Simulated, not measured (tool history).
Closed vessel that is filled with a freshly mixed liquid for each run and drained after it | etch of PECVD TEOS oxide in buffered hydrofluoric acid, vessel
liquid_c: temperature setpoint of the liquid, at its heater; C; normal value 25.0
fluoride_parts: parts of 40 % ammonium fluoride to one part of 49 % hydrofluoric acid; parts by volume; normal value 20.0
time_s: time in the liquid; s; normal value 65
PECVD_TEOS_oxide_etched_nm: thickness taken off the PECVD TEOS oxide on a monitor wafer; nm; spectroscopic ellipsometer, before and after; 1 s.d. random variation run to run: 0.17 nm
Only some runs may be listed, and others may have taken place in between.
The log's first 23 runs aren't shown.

| run | day | liquid_c | fluoride_parts | time_s | read-back film thickness of the PECVD TEOS oxide reference wafer, read on the same gauge (nm) | PECVD_TEOS_oxide_etched_nm |
|---|---|---|---|---|---|---|
|  | 23.375 | hydrofluoric acid flow meter replaced |
| 24 | 23.925 | 27.5 | 15.5 | 65 | 30.01 | 78.38 |
| 25 | 25.221 | 22.5 | 16.5 | 95 | 30.01 | 82.41 |
| 26 | 26.621 | 30.0 | 20.0 | 85 | 30.01 | 91.25 |
| 27 | 28.121 | 21.5 | 16.0 | 80 | 30.00 | 67.23 |
| 28 | 29.038 | 25.0 | 20.0 | 65 | 30.00 | 53.46 |
| 29 | 30.017 | 25.0 | 20.0 | 65 | 30.01 | 53.64 |
| 30 | 30.792 | 25.0 | 17.5 | 65 | 30.00 | 61.05 |
| 31 | 32.212 | 23.0 | 20.0 | 90 | 30.01 | 66.20 |
| 32 | 33.133 | 27.5 | 20.0 | 95 | 30.02 | 89.45 |
| 33 | 34.521 | 25.0 | 13.0 | 65 | 30.02 | 81.84 |
| 34 | 35.783 | 20.5 | 14.0 | 100 | 29.99 | 91.71 |

Each row is a separate what-if for the run after 34, all from the same tool condition, not one after another. Results?
| A | 35.812 | 25.0 | 20.0 | 35 | ? | ? |
| B | 35.812 | 22.5 | 26.5 | 35 | ? | ? |
| C | 35.812 | 27.0 | 24.5 | 45 | ? | ? |

| run | read-back film thickness of the PECVD TEOS oxide reference wafer, read on the same gauge (nm) | PECVD_TEOS_oxide_etched_nm |
|---|---|---|
| A | 29.98 | 28.99 |
| B | 29.98 | 20.83 |
| C | 29.98 | 36.12 |
With no hidden state in the tool, these same runs would have given:
| run | PECVD_TEOS_oxide_etched_nm |
|---|---|
| A | 28.12 |
| B | 20.19 |
| C | 35.05 |
